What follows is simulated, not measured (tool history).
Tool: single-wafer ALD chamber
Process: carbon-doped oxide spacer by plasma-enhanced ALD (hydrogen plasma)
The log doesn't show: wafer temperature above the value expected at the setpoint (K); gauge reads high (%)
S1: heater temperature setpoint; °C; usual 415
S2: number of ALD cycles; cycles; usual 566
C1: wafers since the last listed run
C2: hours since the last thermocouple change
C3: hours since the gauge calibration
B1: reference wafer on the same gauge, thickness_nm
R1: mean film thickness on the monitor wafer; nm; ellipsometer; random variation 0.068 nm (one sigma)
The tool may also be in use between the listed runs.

run 1 hour=0 | S1=415 S2=566 | C1=0 C2=2108.2 C3=348.4 | B1=22.923 | R1=26.624
run 2 hour=30 | S1=415 S2=566 | C1=20 C2=2138.2 C3=378.4 | B1=22.893 | R1=26.38
run 3 hour=64.4 | S1=415 S2=566 | C1=23 C2=2172.6 C3=412.8 | B1=22.88 | R1=26.44
run 4 hour=91.9 | S1=410 S2=566 | C1=18 C2=2200.1 C3=440.3 | B1=22.869 | R1=26.826
run 5 hour=161.7 | S1=405 S2=566 | C1=46 C2=2269.9 C3=510.1 | B1=22.843 | R1=27.134
run 6 hour=178 | S1=405 S2=566 | C1=10 C2=2286.2 C3=526.4 | B1=22.812 | R1=27.116
run 7 hour=190.5 | S1=405 S2=566 | C1=8 C2=2298.7 C3=538.9 | B1=22.813 | R1=27.095
run 8 hour=213.7 | S1=415 S2=566 | C1=15 C2=2321.9 C3=562.1 | B1=22.818 | R1=26.379
run 9 hour=245.2 | S1=415 S2=566 | C1=21 C2=2353.4 C3=593.6 | B1=22.799 | R1=26.387
run 10 hour=275.9 | S1=415 S2=566 | C1=20 C2=2384.1 C3=624.3 | B1=22.793 | R1=26.316
run 11 hour=361.1 | S1=427 S2=566 | C1=57 C2=2469.3 C3=709.5 | B1=22.772 | R1=25.429
run 12 hour=378.4 | S1=415 S2=566 | C1=11 C2=2486.6 C3=726.8 | B1=22.76 | R1=26.351
run 13 hour=395.1 | S1=419 S2=566 | C1=11 C2=2503.3 C3=743.5 | B1=22.758 | R1=25.923
-- hour=412.7 thermocouple changed; heater temperature recalibrated
run 14 hour=415.1 | S1=419 S2=566 | C1=8 C2=2.4 C3=763.5 | B1=22.748 | R1=26.058
run 15 hour=448.8 | S1=419 S2=566 | C1=22 C2=36.1 C3=797.2 | B1=22.738 | R1=26.102
run 16 hour=478 | S1=420 S2=608 | C1=19 C2=65.3 C3=826.4 | B1=22.773 | R1=27.781
run 17 hour=497.2 | S1=420 S2=608 | C1=12 C2=84.5 C3=845.6 | B1=22.737 | R1=27.789
run 18 hour=523.3 | S1=423 S2=566 | C1=17 C2=110.6 C3=871.7 | B1=22.767 | R1=25.738
run 19 hour=552.7 | S1=419 S2=492 | C1=19 C2=140 C3=901.1 | B1=22.753 | R1=22.533
run 20 hour=581.2 | S1=415 S2=528 | C1=19 C2=168.5 C3=929.6 | B1=22.753 | R1=24.542
run 21 hour=601.8 | S1=415 S2=566 | C1=13 C2=189.1 C3=950.2 | B1=22.742 | R1=26.207
run 22 hour=614 | S1=430 S2=504 | C1=8 C2=201.3 C3=962.4 | B1=22.755 | R1=22.308
run 23 hour=638.6 | S1=421 S2=506 | C1=16 C2=225.9 C3=987 | B1=22.74 | R1=23.172
-- hour=651.6 gauge calibrated
run 24 hour=652.4 | S1=407 S2=480 | C1=9 C2=239.7 C3=0.8 | B1=23.486 | R1=23.463
run 25 hour=686.6 | S1=411 S2=502 | C1=22 C2=273.9 C3=35 | B1=23.4 | R1=24.302
run 26 hour=701.3 | S1=420 S2=466 | C1=9 C2=288.6 C3=49.7 | B1=23.373 | R1=21.9
run 27 hour=722.2 | S1=429 S2=528 | C1=13 C2=309.5 C3=70.6 | B1=23.366 | R1=24.205
run 28 hour=751 | S1=415 S2=566 | C1=19 C2=338.3 C3=99.4 | B1=23.322 | R1=26.892
run 29 hour=775.3 | S1=401 S2=520 | C1=16 C2=362.6 C3=123.7 | B1=23.275 | R1=25.764
run 30 hour=801.6 | S1=400 S2=658 | C1=17 C2=388.9 C3=150 | B1=23.247 | R1=32.549
run 31 hour=824.1 | S1=415 S2=566 | C1=15 C2=411.4 C3=172.5 | B1=23.258 | R1=26.767
run 32 hour=842.5 | S1=429 S2=484 | C1=12 C2=429.8 C3=190.9 | B1=23.19 | R1=22.03
run 33 hour=865.3 | S1=426 S2=627 | C1=15 C2=452.6 C3=213.7 | B1=23.186 | R1=28.758
run 34 hour=896.4 | S1=415 S2=616 | C1=20 C2=483.7 C3=244.8 | B1=23.125 | R1=29.13
run 35 hour=929 | S1=419 S2=492 | C1=21 C2=516.3 C3=277.4 | B1=23.12 | R1=22.967

Forecast each of these 5 alternatives for the next run:
run A hour=930.3 | S1=415 S2=533 | C1=0 C2=517.6 C3=278.7 | B1=? | R1=?
run B hour=930.3 | S1=422 S2=665 | C1=0 C2=517.6 C3=278.7 | B1=? | R1=?
run C hour=930.3 | S1=429 S2=597 | C1=0 C2=517.6 C3=278.7 | B1=? | R1=?
run D hour=930.3 | S1=422 S2=532 | C1=0 C2=517.6 C3=278.7 | B1=? | R1=?
run E hour=930.3 | S1=426 S2=534 | C1=0 C2=517.6 C3=278.7 | B1=? | R1=?

run=A B1=23.113 R1=25.11
run=B B1=23.113 R1=30.722
run=C B1=23.113 R1=27.036
run=D B1=23.113 R1=24.578
run=E B1=23.113 R1=24.392
Without the tool's hidden state the same runs would have given:
run=A R1=25.41
run=B R1=31.09
run=C R1=27.36
run=D R1=24.872
run=E R1=24.684
